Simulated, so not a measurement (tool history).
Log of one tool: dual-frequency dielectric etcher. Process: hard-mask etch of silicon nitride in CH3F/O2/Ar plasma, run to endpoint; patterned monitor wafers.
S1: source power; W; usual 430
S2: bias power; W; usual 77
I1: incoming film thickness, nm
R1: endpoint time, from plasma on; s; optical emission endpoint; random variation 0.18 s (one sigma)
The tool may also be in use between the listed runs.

| run | day | S1 | S2 | I1 | R1 |
|---|---|---|---|---|---|
| 1 | 0.000 | 430 | 77 | 34.08 | 42.5 |
| 2 | 1.029 | 430 | 77 | 33.45 | 41.8 |
| 3 | 2.488 | 430 | 77 | 33.98 | 42.1 |
| 4 | 3.983 | 430 | 64 | 33.59 | 42.9 |
| 5 | 5.062 | 430 | 64 | 33.48 | 42.7 |
| 6 | 5.638 | 430 | 64 | 33.57 | 43.3 |
|  | 7.792 | wet clean of the chamber |
| 7 | 7.812 | 430 | 68 | 33.54 | 41.2 |
| 8 | 7.825 | 430 | 68 | 33.77 | 41.9 |
| 9 | 8.496 | 430 | 68 | 33.73 | 41.7 |
|  | 10.146 | wet clean of the chamber, repeated, since the last time left the tool worse |
| 10 | 10.167 | 430 | 64 | 33.95 | 45.1 |
| 11 | 11.000 | 480 | 77 | 33.68 | 41.7 |
|  | 11.475 | bias power generator calibrated |
|  | 12.492 | source power generator calibrated |
| 12 | 12.512 | 430 | 77 | 33.94 | 43.0 |
|  | 13.642 | upper electrode replaced |
| 13 | 13.662 | 480 | 65 | 33.71 | 43.1 |
| 14 | 14.350 | 430 | 77 | 33.74 | 42.3 |
| 15 | 15.692 | 360 | 87 | 33.67 | 42.5 |
| 16 | 16.938 | 520 | 77 | 33.34 | 40.4 |
| 17 | 17.517 | 460 | 77 | 33.77 | 41.9 |
| 18 | 18.796 | 430 | 67 | 33.65 | 43.4 |

The same runs without the tool's hidden state, with the same run-to-run variation:
The hidden state here: etch rate over this chamber's usual, %; source power that arrives over what is set, %; bias power that arrives over what is set, %.
| run | R1 |
|---|---|
| 1 | 43.6 |
| 2 | 42.9 |
| 3 | 43.3 |
| 4 | 44.3 |
| 5 | 44.1 |
| 6 | 44.8 |
| 7 | 43.6 |
| 8 | 44.3 |
| 9 | 44.1 |
| 10 | 45.2 |
| 11 | 41.9 |
| 12 | 43.3 |
| 13 | 43.5 |
| 14 | 42.7 |
| 15 | 43.0 |
| 16 | 41.0 |
| 17 | 42.5 |
| 18 | 44.1 |
